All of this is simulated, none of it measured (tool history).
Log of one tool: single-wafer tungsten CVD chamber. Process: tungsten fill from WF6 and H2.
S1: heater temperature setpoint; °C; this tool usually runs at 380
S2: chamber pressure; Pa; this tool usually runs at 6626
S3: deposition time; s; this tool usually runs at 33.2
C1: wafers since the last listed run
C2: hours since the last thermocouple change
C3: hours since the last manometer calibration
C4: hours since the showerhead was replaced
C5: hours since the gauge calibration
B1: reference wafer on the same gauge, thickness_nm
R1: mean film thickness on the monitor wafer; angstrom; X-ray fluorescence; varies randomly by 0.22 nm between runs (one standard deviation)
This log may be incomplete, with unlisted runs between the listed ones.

| run | hour | S1 | S2 | S3 | C1 | C2 | C3 | C4 | C5 | B1 | R1 |
|---|---|---|---|---|---|---|---|---|---|---|---|
| 1 | 0 | 380 | 5440 | 33.2 | 0 | 1366.3 | 1230.1 | 3592 | 18.9 | 72.511 | 581.01 |
| 2 | 14.1 | 380 | 5440 | 33.2 | 193 | 1380.4 | 1244.2 | 3606.1 | 33 | 72.507 | 582.48 |
| 3 | 24.3 | 380 | 6626 | 29.4 | 140 | 1390.6 | 1254.4 | 3616.3 | 43.2 | 72.503 | 588.67 |
| 4 | 35.6 | 380 | 6626 | 29.4 | 155 | 1401.9 | 1265.7 | 3627.6 | 54.5 | 72.532 | 588.3 |
| 5 | 63.8 | 380 | 6626 | 33.2 | 387 | 1430.1 | 1293.9 | 3655.8 | 82.7 | 72.603 | 663.8 |
| 6 | 74.8 | 380 | 6626 | 29.8 | 151 | 1441.1 | 1304.9 | 3666.8 | 93.7 | 72.489 | 594.19 |
| 7 | 90.5 | 380 | 6626 | 29.8 | 215 | 1456.8 | 1320.6 | 3682.5 | 109.4 | 72.54 | 593.59 |
| 8 | 97 | 380 | 6626 | 33.2 | 89 | 1463.3 | 1327.1 | 3689 | 115.9 | 72.483 | 660.24 |
| 9 | 104.2 | 380 | 6626 | 33.2 | 98 | 1470.5 | 1334.3 | 3696.2 | 123.1 | 72.537 | 657.96 |
| 10 | 119.5 | 380 | 6626 | 33.2 | 210 | 1485.8 | 1349.6 | 3711.5 | 138.4 | 72.451 | 659.88 |
|  | 138.2 | capacitance manometer re-zeroed and calibrated |
| 11 | 138.7 | 380 | 6626 | 33.2 | 153 | 1505 | 0.5 | 3730.7 | 157.6 | 72.511 | 699.8 |
| 12 | 152 | 380 | 6626 | 35.9 | 182 | 1518.3 | 13.8 | 3744 | 170.9 | 72.487 | 760.46 |
| 13 | 158.7 | 380 | 6626 | 35.9 | 92 | 1525 | 20.5 | 3750.7 | 177.6 | 72.504 | 759.79 |
| 14 | 169.8 | 380 | 6626 | 33.2 | 152 | 1536.1 | 31.6 | 3761.8 | 188.7 | 72.545 | 698.96 |
| 15 | 186.5 | 380 | 6626 | 33.2 | 229 | 1552.8 | 48.3 | 3778.5 | 205.4 | 72.5 | 698.74 |
| 16 | 198.4 | 380 | 6626 | 26.7 | 163 | 1564.7 | 60.2 | 3790.4 | 217.3 | 72.586 | 561.58 |
| 17 | 208 | 380 | 6626 | 29.7 | 131 | 1574.3 | 69.8 | 3800 | 226.9 | 72.52 | 621.58 |
|  | 216.6 | showerhead replaced |
| 18 | 217.1 | 388 | 5440 | 29.4 | 15 | 1583.4 | 78.9 | 0.5 | 236 | 72.463 | 619.75 |
| 19 | 222.5 | 380 | 7226 | 33.2 | 74 | 1588.8 | 84.3 | 5.9 | 241.4 | 72.467 | 734.64 |

Predict the results of run 20:
| 20 | 232.5 | 380 | 5573 | 37.4 | 137 | 1598.8 | 94.3 | 15.9 | 251.4 | ? | ? |

B1: 72.493
R1: 700.11 angstrom
On a tool with no hidden condition, and with the same random variation, this run would have come out at R1 796.42 angstrom.
